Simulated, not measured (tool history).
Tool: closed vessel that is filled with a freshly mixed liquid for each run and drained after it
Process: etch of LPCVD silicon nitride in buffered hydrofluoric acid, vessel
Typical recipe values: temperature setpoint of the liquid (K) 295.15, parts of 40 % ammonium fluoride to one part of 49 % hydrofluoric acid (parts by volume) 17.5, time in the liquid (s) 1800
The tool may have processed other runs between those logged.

| run | hour | temperature setpoint of the liquid (K) | parts of 40 % ammonium fluoride to one part of 49 % hydrofluoric acid (parts by volume) | time in the liquid (s) | wafers since the last listed run | hours since the thermometer was replaced | hours since the hydrofluoric acid flow meter was replaced | hours since the gauge calibration | read-back film thickness of the LPCVD silicon nitride reference wafer, read on the same gauge (nm) | thickness taken off the LPCVD silicon nitride on a monitor wafer (angstrom) |
|---|---|---|---|---|---|---|---|---|---|---|
| 1 | 0 | 294.15 | 17.5 | 1800 | 0 | 1419.7 | 316.5 | 2096 | 60.01 | 102.1 |
| 2 | 81.7 | 295.15 | 17.5 | 1800 | 2990 | 1501.4 | 398.2 | 2177.7 | 60 | 108.2 |
| 3 | 156.5 | 295.15 | 17.5 | 1800 | 2737 | 1576.2 | 473 | 2252.5 | 59.99 | 105.4 |
| 4 | 253.3 | 295.15 | 17.5 | 1800 | 3542 | 1673 | 569.8 | 2349.3 | 60.02 | 105 |
| 5 | 352.2 | 295.15 | 17.5 | 1800 | 3619 | 1771.9 | 668.7 | 2448.2 | 59.97 | 104.1 |
| 6 | 394.9 | 295.15 | 17.5 | 1800 | 1562 | 1814.6 | 711.4 | 2490.9 | 59.97 | 103.8 |
|  | 414.1 | hydrofluoric acid flow meter replaced |
| 7 | 491.3 | 295.15 | 17.5 | 1800 | 3491 | 1911 | 77.2 | 2587.3 | 59.97 | 111.4 |
| 8 | 618.5 | 295.15 | 17.5 | 1800 | 4655 | 2038.2 | 204.4 | 2714.5 | 60 | 110.5 |
|  | 638.7 | thermometer replaced |
|  | 700 | gauge calibrated |
| 9 | 708.5 | 295.15 | 17.5 | 1800 | 3257 | 69.8 | 294.4 | 8.5 | 59.98 | 108.4 |
| 10 | 814.4 | 293.15 | 17.5 | 1800 | 3875 | 175.7 | 400.3 | 114.4 | 60.04 | 94.8 |
| 11 | 878.6 | 295.15 | 17.5 | 1800 | 2349 | 239.9 | 464.5 | 178.6 | 59.99 | 106.8 |
| 12 | 968 | 295.15 | 17.5 | 1800 | 3272 | 329.3 | 553.9 | 268 | 60.01 | 104.9 |
| 13 | 1041.2 | 295.15 | 17.5 | 1800 | 2679 | 402.5 | 627.1 | 341.2 | 59.98 | 103.4 |
| 14 | 1145.9 | 295.15 | 17.5 | 1415 | 3832 | 507.2 | 731.8 | 445.9 | 60 | 79.5 |
| 15 | 1219.1 | 295.15 | 17.5 | 1800 | 2679 | 580.4 | 805 | 519.1 | 60.01 | 101.8 |
|  | 1221.4 | hydrofluoric acid flow meter replaced |
| 16 | 1259.2 | 291.15 | 13 | 1145 | 1431 | 620.5 | 37.8 | 559.2 | 59.99 | 74.8 |
| 17 | 1352 | 292.65 | 17.5 | 1800 | 3396 | 713.3 | 130.6 | 652 | 60.02 | 96.4 |
| 18 | 1452.1 | 295.15 | 17.5 | 1800 | 3663 | 813.4 | 230.7 | 752.1 | 60 | 110.8 |
| 19 | 1496.5 | 295.15 | 17.5 | 1800 | 1625 | 857.8 | 275.1 | 796.5 | 59.96 | 109.6 |
| 20 | 1533.7 | 295.15 | 17.5 | 1800 | 1361 | 895 | 312.3 | 833.7 | 59.94 | 109.9 |
| 21 | 1583 | 295.15 | 17.5 | 1800 | 1804 | 944.3 | 361.6 | 883 | 59.97 | 107.6 |
| 22 | 1660.7 | 300.15 | 11 | 1800 | 2843 | 1022 | 439.3 | 960.7 | 60.01 | 221.7 |
| 23 | 1759.8 | 295.15 | 17.5 | 1800 | 3627 | 1121.1 | 538.4 | 1059.8 | 59.94 | 104.8 |
| 24 | 1807.4 | 297.15 | 13.5 | 2650 | 1742 | 1168.7 | 586 | 1107.4 | 59.98 | 222.1 |
| 25 | 1893.6 | 295.15 | 22 | 2335 | 3154 | 1254.9 | 672.2 | 1193.6 | 59.99 | 113.2 |
| 26 | 1950.4 | 295.15 | 17.5 | 1025 | 2078 | 1311.7 | 729 | 1250.4 | 60 | 58.6 |
|  | 2000.2 | hydrofluoric acid flow meter replaced |
| 27 | 2026 | 293.15 | 17.5 | 2085 | 2730 | 1387.3 | 25.8 | 1326 | 60.03 | 116.4 |
| 28 | 2089.2 | 299.15 | 17.5 | 1800 | 2313 | 1450.5 | 89 | 1389.2 | 59.97 | 138.6 |
| 29 | 2152.8 | 293.15 | 17.5 | 1380 | 2327 | 1514.1 | 152.6 | 1452.8 | 60.02 | 75.2 |
| 30 | 2393 | 293.15 | 21 | 1800 | 8791 | 1754.3 | 392.8 | 1693 | 60.02 | 82.2 |
| 31 | 2500.7 | 295.15 | 17.5 | 1800 | 3941 | 1862 | 500.5 | 1800.7 | 60.01 | 105.7 |

How would selected steps in thickness taken off the LPCVD silicon nitride on a monitor wafer (angstrom) from run to run divide? Give the signed amount a tool lacking its hidden state would still show from settings, what came in and random variation, and the signed amount left for the hidden state, including any gauge scatter that is not in both of the compared results.
What the log doesn't record here: liquid colder than its thermometer reads (K); hydrofluoric acid flow below the setpoint (%); gauge reads high (%).
Run 15 -> 16: temperature setpoint of the liquid (K) 295.15 -> 291.15, parts of 40 % ammonium fluoride to one part of 49 % hydrofluoric acid (parts by volume) 17.5 -> 13, time in the liquid (s) 1800 -> 1145, hydrofluoric acid flow meter replaced. thickness taken off the LPCVD silicon nitride on a monitor wafer (angstrom) -27: hidden state +11.5, all else -38.5.
Run 21 -> 22: temperature setpoint of the liquid (K) 295.15 -> 300.15, parts of 40 % ammonium fluoride to one part of 49 % hydrofluoric acid (parts by volume) 17.5 -> 11. thickness taken off the LPCVD silicon nitride on a monitor wafer (angstrom) +114.1: hidden state -8, all else +122.1.
Run 22 -> 23: temperature setpoint of the liquid (K) 300.15 -> 295.15, parts of 40 % ammonium fluoride to one part of 49 % hydrofluoric acid (parts by volume) 11 -> 17.5. thickness taken off the LPCVD silicon nitride on a monitor wafer (angstrom) -116.9: hidden state +5.6, all else -122.5.
Run 23 -> 24: temperature setpoint of the liquid (K) 295.15 -> 297.15, parts of 40 % ammonium fluoride to one part of 49 % hydrofluoric acid (parts by volume) 17.5 -> 13.5, time in the liquid (s) 1800 -> 2650. thickness taken off the LPCVD silicon nitride on a monitor wafer (angstrom) +117.3: hidden state -10.2, all else +127.5.
Run 24 -> 25: temperature setpoint of the liquid (K) 297.15 -> 295.15, parts of 40 % ammonium fluoride to one part of 49 % hydrofluoric acid (parts by volume) 13.5 -> 22, time in the liquid (s) 2650 -> 2335. thickness taken off the LPCVD silicon nitride on a monitor wafer (angstrom) -108.9: hidden state +10.6, all else -119.5.

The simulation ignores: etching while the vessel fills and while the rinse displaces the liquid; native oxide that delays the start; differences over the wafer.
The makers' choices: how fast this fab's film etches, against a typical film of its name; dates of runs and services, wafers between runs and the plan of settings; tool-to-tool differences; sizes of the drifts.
